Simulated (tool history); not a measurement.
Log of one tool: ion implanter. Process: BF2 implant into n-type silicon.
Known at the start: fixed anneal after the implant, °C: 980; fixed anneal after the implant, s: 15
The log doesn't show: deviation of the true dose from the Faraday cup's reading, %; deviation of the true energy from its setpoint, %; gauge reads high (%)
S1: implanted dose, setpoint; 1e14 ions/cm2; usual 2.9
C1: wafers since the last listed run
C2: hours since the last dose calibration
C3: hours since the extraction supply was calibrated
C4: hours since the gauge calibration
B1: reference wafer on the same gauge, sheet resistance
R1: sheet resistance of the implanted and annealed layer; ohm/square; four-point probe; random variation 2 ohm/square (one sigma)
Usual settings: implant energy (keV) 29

{"run": 1, "hour": 0.0, "S1": 2.9, "implant energy (keV)": 29, "C1": 0, "C2": 249.1, "C3": 3577.6, "C4": 163.8, "B1": 403.68, "R1": 366.26}
{"run": 2, "hour": 44.9, "S1": 2.9, "implant energy (keV)": 29, "C1": 873, "C2": 294, "C3": 3622.5, "C4": 208.7, "B1": 403.87, "R1": 366.51}
{"run": 3, "hour": 88.7, "S1": 2.9, "implant energy (keV)": 29, "C1": 852, "C2": 337.8, "C3": 3666.3, "C4": 252.5, "B1": 403.79, "R1": 367.35}
{"run": 4, "hour": 114.9, "S1": 2.9, "implant energy (keV)": 29, "C1": 509, "C2": 364, "C3": 3692.5, "C4": 278.7, "B1": 405.05, "R1": 362.06}
{"run": 5, "hour": 281.9, "S1": 2.9, "implant energy (keV)": 29, "C1": 3250, "C2": 531, "C3": 3859.5, "C4": 445.7, "B1": 403.04, "R1": 359.48}
{"run": 6, "hour": 312.1, "S1": 2.9, "implant energy (keV)": 29, "C1": 587, "C2": 561.2, "C3": 3889.7, "C4": 475.9, "B1": 404.17, "R1": 360.3}
{"run": 7, "hour": 369.6, "S1": 3.42, "implant energy (keV)": 23.5, "C1": 1119, "C2": 618.7, "C3": 3947.2, "C4": 533.4, "B1": 403.41, "R1": 317.48}
{"run": 8, "hour": 394.1, "S1": 3.42, "implant energy (keV)": 23.5, "C1": 476, "C2": 643.2, "C3": 3971.7, "C4": 557.9, "B1": 404.34, "R1": 317.17}
{"run": 9, "hour": 454.9, "S1": 2.9, "implant energy (keV)": 32, "C1": 1183, "C2": 704, "C3": 4032.5, "C4": 618.7, "B1": 404.11, "R1": 354.37}
{"run": 10, "hour": 518.4, "S1": 2.9, "implant energy (keV)": 29, "C1": 1235, "C2": 767.5, "C3": 4096, "C4": 682.2, "B1": 403.62, "R1": 351.78}
{"hour": 529.8, "done": "Faraday cup replaced and dose calibrated"}
{"run": 11, "hour": 560.7, "S1": 2.9, "implant energy (keV)": 29, "C1": 667, "C2": 30.9, "C3": 4138.3, "C4": 724.5, "B1": 403.76, "R1": 373.54}
{"run": 12, "hour": 624.9, "S1": 2.9, "implant energy (keV)": 29, "C1": 1249, "C2": 95.1, "C3": 4202.5, "C4": 788.7, "B1": 403.69, "R1": 370.18}
{"run": 13, "hour": 658.6, "S1": 2.9, "implant energy (keV)": 29, "C1": 655, "C2": 128.8, "C3": 4236.2, "C4": 822.4, "B1": 403.77, "R1": 372.26}
{"run": 14, "hour": 693.0, "S1": 2.9, "implant energy (keV)": 29, "C1": 669, "C2": 163.2, "C3": 4270.6, "C4": 856.8, "B1": 404.15, "R1": 369.48}
{"run": 15, "hour": 726.9, "S1": 3.58, "implant energy (keV)": 29, "C1": 659, "C2": 197.1, "C3": 4304.5, "C4": 890.7, "B1": 403.91, "R1": 311.02}
{"run": 16, "hour": 753.4, "S1": 3.56, "implant energy (keV)": 29, "C1": 515, "C2": 223.6, "C3": 4331, "C4": 917.2, "B1": 404.12, "R1": 308.1}
{"run": 17, "hour": 813.3, "S1": 2.9, "implant energy (keV)": 29, "C1": 1165, "C2": 283.5, "C3": 4390.9, "C4": 977.1, "B1": 403.98, "R1": 369.44}
{"run": 18, "hour": 853.0, "S1": 2.9, "implant energy (keV)": 29, "C1": 772, "C2": 323.2, "C3": 4430.6, "C4": 1016.8, "B1": 403.87, "R1": 367.31}
{"run": 19, "hour": 900.2, "S1": 2.9, "implant energy (keV)": 29, "C1": 918, "C2": 370.4, "C3": 4477.8, "C4": 1064, "B1": 403.46, "R1": 369.03}
{"run": 20, "hour": 925.4, "S1": 2.9, "implant energy (keV)": 29, "C1": 490, "C2": 395.6, "C3": 4503, "C4": 1089.2, "B1": 403.92, "R1": 368.09}
{"run": 21, "hour": 987.0, "S1": 2.57, "implant energy (keV)": 22.5, "C1": 1198, "C2": 457.2, "C3": 4564.6, "C4": 1150.8, "B1": 404.33, "R1": 406.52}
{"run": 22, "hour": 1032.6, "S1": 2.9, "implant energy (keV)": 29, "C1": 887, "C2": 502.8, "C3": 4610.2, "C4": 1196.4, "B1": 403.78, "R1": 366.62}
{"run": 23, "hour": 1086.2, "S1": 2.57, "implant energy (keV)": 39, "C1": 1043, "C2": 556.4, "C3": 4663.8, "C4": 1250, "B1": 403.75, "R1": 391.48}
{"run": 24, "hour": 1118.7, "S1": 3.34, "implant energy (keV)": 21, "C1": 632, "C2": 588.9, "C3": 4696.3, "C4": 1282.5, "B1": 403.91, "R1": 332.62}
{"hour": 1140.4, "done": "gauge calibrated"}
{"run": 25, "hour": 1180.2, "S1": 2.18, "implant energy (keV)": 29, "C1": 1196, "C2": 650.4, "C3": 4757.8, "C4": 39.8, "B1": 404.32, "R1": 449.25}
{"hour": 1203.8, "done": "extraction supply calibrated"}
{"run": 26, "hour": 1249.1, "S1": 2.9, "implant energy (keV)": 29, "C1": 1185, "C2": 719.3, "C3": 45.3, "C4": 108.7, "B1": 404.6, "R1": 354.05}
{"hour": 1302.8, "done": "Faraday cup replaced and dose calibrated"}
{"run": 27, "hour": 1303.3, "S1": 2.51, "implant energy (keV)": 22.5, "C1": 899, "C2": 0.5, "C3": 99.5, "C4": 162.9, "B1": 403.93, "R1": 421.48}
{"run": 28, "hour": 1357.2, "S1": 3.45, "implant energy (keV)": 37, "C1": 1049, "C2": 54.4, "C3": 153.4, "C4": 216.8, "B1": 404.31, "R1": 312.62}
{"run": 29, "hour": 1399.9, "S1": 2.5, "implant energy (keV)": 26.5, "C1": 831, "C2": 97.1, "C3": 196.1, "C4": 259.5, "B1": 402.99, "R1": 418.52}
{"run": 30, "hour": 1447.1, "S1": 2.1, "implant energy (keV)": 34.5, "C1": 918, "C2": 144.3, "C3": 243.3, "C4": 306.7, "B1": 404.36, "R1": 476.21}
{"run": 31, "hour": 1493.6, "S1": 2.9, "implant energy (keV)": 29, "C1": 905, "C2": 190.8, "C3": 289.8, "C4": 353.2, "B1": 405.1, "R1": 367.26}
{"run": 32, "hour": 1542.0, "S1": 3.75, "implant energy (keV)": 22.5, "C1": 942, "C2": 239.2, "C3": 338.2, "C4": 401.6, "B1": 404.37, "R1": 306}
{"run": 33, "hour": 1576.8, "S1": 3.51, "implant energy (keV)": 32, "C1": 677, "C2": 274, "C3": 373, "C4": 436.4, "B1": 404.49, "R1": 305.93}
{"run": 34, "hour": 1629.5, "S1": 2.9, "implant energy (keV)": 29, "C1": 1025, "C2": 326.7, "C3": 425.7, "C4": 489.1, "B1": 404.07, "R1": 367.62}
{"run": 35, "hour": 1689.6, "S1": 3.15, "implant energy (keV)": 19, "C1": 1169, "C2": 386.8, "C3": 485.8, "C4": 549.2, "B1": 403.93, "R1": 354.55}
{"run": 36, "hour": 1734.1, "S1": 2.9, "implant energy (keV)": 33, "C1": 866, "C2": 431.3, "C3": 530.3, "C4": 593.7, "B1": 404.36, "R1": 361.32}

Forecast each of these 5 alternatives for the next run:
{"run": "A", "hour": 1734.5, "S1": 2.9, "implant energy (keV)": 24.5, "C1": 7, "C2": 431.7, "C3": 530.7, "C4": 594.1, "B1": "?", "R1": "?"}
{"run": "B", "hour": 1734.5, "S1": 2.63, "implant energy (keV)": 25.5, "C1": 7, "C2": 431.7, "C3": 530.7, "C4": 594.1, "B1": "?", "R1": "?"}
{"run": "C", "hour": 1734.5, "S1": 2.27, "implant energy (keV)": 29, "C1": 7, "C2": 431.7, "C3": 530.7, "C4": 594.1, "B1": "?", "R1": "?"}
{"run": "D", "hour": 1734.5, "S1": 2.36, "implant energy (keV)": 34.5, "C1": 7, "C2": 431.7, "C3": 530.7, "C4": 594.1, "B1": "?", "R1": "?"}
{"run": "E", "hour": 1734.5, "S1": 2.35, "implant energy (keV)": 24, "C1": 7, "C2": 431.7, "C3": 530.7, "C4": 594.1, "B1": "?", "R1": "?"}

run=A B1=404.48 R1=366.85
run=B B1=404.48 R1=396.42
run=C B1=404.48 R1=445.25
run=D B1=404.48 R1=428.32
run=E B1=404.48 R1=436.43
Without the tool's hidden state the same runs would have given:
run=A R1=373.3
run=B R1=403.52
run=C R1=453.19
run=D R1=435.86
run=E R1=444.33
